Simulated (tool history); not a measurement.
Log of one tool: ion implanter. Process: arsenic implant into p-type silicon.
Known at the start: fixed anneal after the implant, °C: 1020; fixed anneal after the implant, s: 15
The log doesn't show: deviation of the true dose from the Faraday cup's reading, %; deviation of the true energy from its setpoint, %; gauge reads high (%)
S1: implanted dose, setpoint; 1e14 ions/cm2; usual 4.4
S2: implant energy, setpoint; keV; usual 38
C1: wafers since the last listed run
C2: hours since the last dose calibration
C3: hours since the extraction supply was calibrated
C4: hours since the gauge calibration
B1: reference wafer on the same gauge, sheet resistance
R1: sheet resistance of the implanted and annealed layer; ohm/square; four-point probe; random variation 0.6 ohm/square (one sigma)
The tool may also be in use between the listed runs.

{"run": 1, "hour": 0.0, "S1": 4.4, "S2": 38, "C1": 0, "C2": 416.5, "C3": 2314.4, "C4": 1059.9, "B1": 177.93, "R1": 219.48}
{"run": 2, "hour": 95.7, "S1": 3.97, "S2": 43.5, "C1": 2522, "C2": 512.2, "C3": 2410.1, "C4": 1155.6, "B1": 177.92, "R1": 234.02}
{"run": 3, "hour": 159.0, "S1": 4.4, "S2": 38, "C1": 1668, "C2": 575.5, "C3": 2473.4, "C4": 1218.9, "B1": 178.05, "R1": 220.1}
{"run": 4, "hour": 239.5, "S1": 4.4, "S2": 38, "C1": 2122, "C2": 656, "C3": 2553.9, "C4": 1299.4, "B1": 177.96, "R1": 220.86}
{"run": 5, "hour": 288.9, "S1": 4.4, "S2": 38, "C1": 1302, "C2": 705.4, "C3": 2603.3, "C4": 1348.8, "B1": 177.98, "R1": 220.09}
{"hour": 366.6, "done": "Faraday cup replaced and dose calibrated"}
{"run": 6, "hour": 375.2, "S1": 4.4, "S2": 38, "C1": 2064, "C2": 8.6, "C3": 2689.6, "C4": 1435.1, "B1": 178.11, "R1": 213.43}
{"run": 7, "hour": 475.0, "S1": 4.4, "S2": 38, "C1": 2631, "C2": 108.4, "C3": 2789.4, "C4": 1534.9, "B1": 178.09, "R1": 217.41}
{"run": 8, "hour": 576.0, "S1": 4.4, "S2": 38, "C1": 2662, "C2": 209.4, "C3": 2890.4, "C4": 1635.9, "B1": 178.03, "R1": 219.78}
{"run": 9, "hour": 660.2, "S1": 4.4, "S2": 38, "C1": 2219, "C2": 293.6, "C3": 2974.6, "C4": 1720.1, "B1": 178, "R1": 219.62}
{"run": 10, "hour": 747.0, "S1": 4.91, "S2": 43, "C1": 2288, "C2": 380.4, "C3": 3061.4, "C4": 1806.9, "B1": 178.09, "R1": 199.17}
{"run": 11, "hour": 814.2, "S1": 4.91, "S2": 43, "C1": 1771, "C2": 447.6, "C3": 3128.6, "C4": 1874.1, "B1": 178.01, "R1": 199.58}
{"run": 12, "hour": 912.5, "S1": 4.91, "S2": 43, "C1": 2591, "C2": 545.9, "C3": 3226.9, "C4": 1972.4, "B1": 178.11, "R1": 200.85}
{"hour": 969.4, "done": "extraction supply calibrated"}
{"hour": 975.9, "done": "gauge calibrated"}
{"run": 13, "hour": 1013.8, "S1": 4.4, "S2": 38, "C1": 2459, "C2": 647.2, "C3": 44.4, "C4": 37.9, "B1": 177.95, "R1": 223.05}
{"run": 14, "hour": 1090.2, "S1": 4.4, "S2": 38, "C1": 2014, "C2": 723.6, "C3": 120.8, "C4": 114.3, "B1": 177.8, "R1": 223.96}
{"run": 15, "hour": 1139.0, "S1": 4.81, "S2": 46, "C1": 1286, "C2": 772.4, "C3": 169.6, "C4": 163.1, "B1": 178.01, "R1": 202.6}
{"hour": 1182.7, "done": "Faraday cup replaced and dose calibrated"}
{"run": 16, "hour": 1246.9, "S1": 3.72, "S2": 49.5, "C1": 2633, "C2": 64.2, "C3": 277.5, "C4": 271, "B1": 177.95, "R1": 233.54}
{"run": 17, "hour": 1297.4, "S1": 3.6, "S2": 47.5, "C1": 1331, "C2": 114.7, "C3": 328, "C4": 321.5, "B1": 178.12, "R1": 242.26}
{"run": 18, "hour": 1389.1, "S1": 3.96, "S2": 25, "C1": 2417, "C2": 206.4, "C3": 419.7, "C4": 413.2, "B1": 177.97, "R1": 250.51}
{"run": 19, "hour": 1433.9, "S1": 3.98, "S2": 29, "C1": 1181, "C2": 251.2, "C3": 464.5, "C4": 458, "B1": 178.17, "R1": 242.96}
{"run": 20, "hour": 1538.9, "S1": 3.59, "S2": 28, "C1": 2768, "C2": 356.2, "C3": 569.5, "C4": 563, "B1": 178.25, "R1": 266.99}
{"run": 21, "hour": 1625.1, "S1": 5.62, "S2": 50.5, "C1": 2272, "C2": 442.4, "C3": 655.7, "C4": 649.2, "B1": 178.03, "R1": 175.19}
{"run": 22, "hour": 1713.5, "S1": 4.04, "S2": 46.5, "C1": 2330, "C2": 530.8, "C3": 744.1, "C4": 737.6, "B1": 178, "R1": 227.15}
{"run": 23, "hour": 1816.7, "S1": 5.42, "S2": 26, "C1": 2720, "C2": 634, "C3": 847.3, "C4": 840.8, "B1": 177.83, "R1": 199.03}
{"hour": 1839.2, "done": "Faraday cup replaced and dose calibrated"}
{"run": 24, "hour": 1871.8, "S1": 5.17, "S2": 38, "C1": 1241, "C2": 32.6, "C3": 902.4, "C4": 895.9, "B1": 178.24, "R1": 187.45}
{"run": 25, "hour": 1972.7, "S1": 4.4, "S2": 38, "C1": 2660, "C2": 133.5, "C3": 1003.3, "C4": 996.8, "B1": 177.91, "R1": 216.45}
{"run": 26, "hour": 2043.2, "S1": 4.4, "S2": 27, "C1": 1858, "C2": 204, "C3": 1073.8, "C4": 1067.3, "B1": 177.89, "R1": 228.77}
{"run": 27, "hour": 2112.2, "S1": 5.63, "S2": 29.5, "C1": 1819, "C2": 273, "C3": 1142.8, "C4": 1136.3, "B1": 178.04, "R1": 186.86}
{"run": 28, "hour": 2174.0, "S1": 4.4, "S2": 38, "C1": 1629, "C2": 334.8, "C3": 1204.6, "C4": 1198.1, "B1": 178.26, "R1": 217.7}
{"run": 29, "hour": 2234.5, "S1": 4.4, "S2": 38, "C1": 1594, "C2": 395.3, "C3": 1265.1, "C4": 1258.6, "B1": 177.77, "R1": 218.98}
{"run": 30, "hour": 2323.5, "S1": 4.4, "S2": 49.5, "C1": 2346, "C2": 484.3, "C3": 1354.1, "C4": 1347.6, "B1": 178.1, "R1": 211.73}
{"run": 31, "hour": 2393.3, "S1": 4.4, "S2": 26, "C1": 1840, "C2": 554.1, "C3": 1423.9, "C4": 1417.4, "B1": 178.12, "R1": 231.87}
{"run": 32, "hour": 2431.1, "S1": 4.4, "S2": 38, "C1": 996, "C2": 591.9, "C3": 1461.7, "C4": 1455.2, "B1": 178.1, "R1": 220.21}
{"run": 33, "hour": 2492.9, "S1": 5.52, "S2": 29.5, "C1": 1629, "C2": 653.7, "C3": 1523.5, "C4": 1517, "B1": 177.77, "R1": 192.2}
{"hour": 2555.6, "done": "Faraday cup replaced and dose calibrated"}
{"run": 34, "hour": 2582.3, "S1": 4.4, "S2": 38, "C1": 2145, "C2": 26.7, "C3": 1612.9, "C4": 1606.4, "B1": 177.9, "R1": 212.61}
{"run": 35, "hour": 2641.9, "S1": 4.8, "S2": 47, "C1": 1571, "C2": 86.3, "C3": 1672.5, "C4": 1666, "B1": 178.11, "R1": 193.75}
{"run": 36, "hour": 2908.0, "S1": 5.53, "S2": 51, "C1": 7015, "C2": 352.4, "C3": 1938.6, "C4": 1932.1, "B1": 177.82, "R1": 175.32}

5 ways to go on from here, each from the tool as it stands after run 36. What would each give?
{"run": "A", "hour": 2908.4, "S1": 5.28, "S2": 38, "C1": 10, "C2": 352.8, "C3": 1939, "C4": 1932.5, "B1": "?", "R1": "?"}
{"run": "B", "hour": 2908.4, "S1": 4.91, "S2": 45, "C1": 10, "C2": 352.8, "C3": 1939, "C4": 1932.5, "B1": "?", "R1": "?"}
{"run": "C", "hour": 2908.4, "S1": 5.1, "S2": 30.5, "C1": 10, "C2": 352.8, "C3": 1939, "C4": 1932.5, "B1": "?", "R1": "?"}
{"run": "D", "hour": 2908.4, "S1": 4.4, "S2": 26.5, "C1": 10, "C2": 352.8, "C3": 1939, "C4": 1932.5, "B1": "?", "R1": "?"}
{"run": "E", "hour": 2908.4, "S1": 5.69, "S2": 48, "C1": 10, "C2": 352.8, "C3": 1939, "C4": 1932.5, "B1": "?", "R1": "?"}

run=A B1=177.93 R1=190.09
run=B B1=177.93 R1=196.07
run=C B1=177.93 R1=201.86
run=D B1=177.93 R1=230.39
run=E B1=177.93 R1=173.47
Without the tool's hidden state the same runs would have given:
run=A R1=185.11
run=B R1=190.9
run=C R1=196.63
run=D R1=224.45
run=E R1=168.89
